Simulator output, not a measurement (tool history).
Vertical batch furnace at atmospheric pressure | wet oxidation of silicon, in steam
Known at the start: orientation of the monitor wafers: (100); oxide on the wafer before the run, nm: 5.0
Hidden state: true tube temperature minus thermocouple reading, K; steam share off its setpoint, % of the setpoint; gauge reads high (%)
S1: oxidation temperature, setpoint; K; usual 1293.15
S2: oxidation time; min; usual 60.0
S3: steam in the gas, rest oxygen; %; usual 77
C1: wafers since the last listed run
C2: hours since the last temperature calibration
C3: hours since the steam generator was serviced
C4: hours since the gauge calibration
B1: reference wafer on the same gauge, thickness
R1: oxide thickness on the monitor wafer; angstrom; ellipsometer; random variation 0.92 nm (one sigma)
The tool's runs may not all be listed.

run   hour       S1    S2  S3   C1      C2      C3     C4      B1      R1
  1    0.0  1293.15  60.0  80    0  3171.4  1784.8  432.8  430.16  4047.6
  2   24.5  1293.15  60.0  80  371  3195.9  1809.3  457.3  430.27  4066.6
  3   46.9  1311.15  60.0  77  339  3218.3  1831.7  479.7  429.86  4424.0
  4   78.0  1311.15  60.0  77  472  3249.4  1862.8  510.8  429.96  4410.5
  5  113.6  1311.15  60.0  77  540  3285.0  1898.4  546.4  430.09  4411.2
  6  145.9  1293.15  60.0  77  490  3317.3  1930.7  578.7  429.90  3908.3
     162.3  -- gauge calibrated
  7  165.7  1293.15  60.0  77  300  3337.1  1950.5    3.4  429.79  3921.4
  8  182.7  1293.15  60.0  77  258  3354.1  1967.5   20.4  430.26  3903.7
  9  202.4  1293.15  60.0  77  298  3373.8  1987.2   40.1  429.88  3906.5
 10  214.8  1311.15  60.0  77  188  3386.2  1999.6   52.5  430.27  4370.3
 11  239.8  1306.15  76.5  77  379  3411.2  2024.6   77.5  430.13  4976.9
     283.3  -- thermocouples replaced and temperature profile calibrated
 12  298.3  1311.15  60.0  77  523    15.0  2083.1  136.0  429.90  4359.1
 13  359.4  1311.15  60.0  77  927    76.1  2144.2  197.1  429.85  4353.4
     402.3  -- steam generator serviced
 14  402.8  1308.15  88.5  88  294   119.5     0.5  240.5  430.10  6278.2
 15  417.2  1284.15  38.5  77  218   133.9    14.9  254.9  429.84  2853.1

Forecast run 16:
 16  434.7  1315.15  34.5  87  265  151.4  32.4  272.4   ?   ?

Run 16 gave B1 429.95, R1 3596.2 angstrom.
Without the tool's hidden state the same run would have given R1 3616.6 angstrom.

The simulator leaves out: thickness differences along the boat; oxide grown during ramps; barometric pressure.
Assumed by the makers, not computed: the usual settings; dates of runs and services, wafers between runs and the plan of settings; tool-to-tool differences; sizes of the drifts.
